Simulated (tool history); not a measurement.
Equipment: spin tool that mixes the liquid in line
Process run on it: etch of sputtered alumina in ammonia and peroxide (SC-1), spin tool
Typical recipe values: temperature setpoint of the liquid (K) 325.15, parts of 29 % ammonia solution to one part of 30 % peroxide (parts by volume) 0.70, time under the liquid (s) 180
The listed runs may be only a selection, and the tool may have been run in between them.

run	day	temperature setpoint of the liquid (K)	parts of 29 % ammonia solution to one part of 30 % peroxide (parts by volume)	time under the liquid (s)	wafers since the last listed run	hours since the thermometer was replaced	hours since the ammonia flow meter was replaced	hours since the heated supply line was repaired	hours since the drum of ammonia solution was connected	hours since the gauge calibration	read-back film thickness of the sputtered alumina reference wafer, read on the same gauge (nm)	thickness taken off the sputtered alumina on a monitor wafer (Å)
1	0.000	320.65	0.70	180	0	2114.8	617.0	215.6	378.8	2487.9	109.99	87.1
# day 1.617: thermometer replaced
2	2.700	320.65	0.70	180	641	26.0	681.8	280.4	443.6	2552.7	109.99	87.0
# day 4.579: heated supply line repaired, repeated, since the last time left the tool worse
# day 5.604: gauge calibrated
3	5.621	325.15	0.70	180	695	96.1	751.9	25.0	513.7	0.4	110.03	119.7
4	6.692	317.15	0.45	105	258	121.8	777.6	50.7	539.4	26.1	110.03	42.9
5	9.592	328.15	0.70	95	700	191.4	847.2	120.3	609.0	95.7	110.04	74.1
6	10.871	317.15	0.70	180	308	222.1	877.9	151.0	639.7	126.4	109.99	76.4
7	13.712	320.65	0.70	180	686	290.3	946.1	219.2	707.9	194.6	110.01	93.0
8	15.992	325.15	0.70	180	550	345.0	1000.8	273.9	762.6	249.3	110.01	119.6
9	18.629	333.65	1.00	245	636	408.3	1064.1	337.2	825.9	312.6	110.01	262.6
10	20.150	325.15	0.70	180	367	444.8	1100.6	373.7	862.4	349.1	110.01	119.5
11	21.354	317.15	0.85	280	290	473.7	1129.5	402.6	891.3	378.0	110.00	120.7
12	23.454	325.15	0.70	180	507	524.1	1179.9	453.0	941.7	428.4	109.97	119.0
# day 24.271: ammonia flow meter replaced
13	25.529	325.15	0.70	180	490	573.9	30.2	502.8	991.5	478.2	109.96	119.0
14	31.192	325.15	0.70	220	1367	709.8	166.1	638.7	1127.4	614.1	110.03	144.1
# day 31.771: new drum of ammonia solution connected
15	32.233	325.15	0.70	180	241	734.8	191.1	663.7	11.1	639.1	110.05	118.2
16	33.392	325.15	0.70	180	279	762.6	218.9	691.5	38.9	666.9	110.01	119.0
17	36.008	319.15	0.40	85	631	825.4	281.7	754.3	101.7	729.7	109.95	38.1
18	38.500	318.15	0.80	130	601	885.2	341.5	814.1	161.5	789.5	110.00	58.7
19	41.029	335.15	0.85	130	610	945.9	402.2	874.8	222.2	850.2	110.00	147.8
20	43.817	325.15	0.70	180	673	1012.8	469.1	941.7	289.1	917.1	110.02	118.7
21	46.796	321.65	0.55	115	719	1084.3	540.6	1013.2	360.6	988.6	110.01	60.9
22	48.658	325.15	0.40	180	449	1129.0	585.3	1057.9	405.3	1033.3	110.02	112.2
23	51.175	325.15	0.70	180	607	1189.4	645.7	1118.3	465.7	1093.7	110.00	118.0
24	52.412	315.15	0.80	180	298	1219.1	675.4	1148.0	495.4	1123.4	110.01	68.1
25	54.100	325.15	0.80	180	407	1259.6	715.9	1188.5	535.9	1163.9	109.97	119.8

A few steps of thickness taken off the sputtered alumina on a monitor wafer (Å) between consecutive runs. Split each: what settings, incoming material and random variation would produce without the hidden state, and what is left over for the hidden state, along with gauge scatter present in only one of the two compared results (measured, and without hidden state):
Unlogged tool condition in this case: liquid colder than its thermometer reads (K); ammonia flow above the setpoint (%); temperature lost on the way to the wafer (K); ammonia solution weaker than its label (%); gauge reads high (%).
Run 2 -> 3: temperature setpoint of the liquid (K) 320.65 -> 325.15, heated supply line repaired, repeated, since the last time left the tool worse, gauge calibrated. thickness taken off the sputtered alumina on a monitor wafer (Å) +32.7: hidden state +6.0, all else +26.7.
Run 8 -> 9: temperature setpoint of the liquid (K) 325.15 -> 333.65, parts of 29 % ammonia solution to one part of 30 % peroxide (parts by volume) 0.70 -> 1.00, time under the liquid (s) 180 -> 245. thickness taken off the sputtered alumina on a monitor wafer (Å) +143.0: hidden state -0.8, all else +143.8.
Run 9 -> 10: temperature setpoint of the liquid (K) 333.65 -> 325.15, parts of 29 % ammonia solution to one part of 30 % peroxide (parts by volume) 1.00 -> 0.70, time under the liquid (s) 245 -> 180. thickness taken off the sputtered alumina on a monitor wafer (Å) -143.1: hidden state +0.7, all else -143.8.
Run 18 -> 19: temperature setpoint of the liquid (K) 318.15 -> 335.15, parts of 29 % ammonia solution to one part of 30 % peroxide (parts by volume) 0.80 -> 0.85. thickness taken off the sputtered alumina on a monitor wafer (Å) +89.1: hidden state -1.0, all else +90.1.
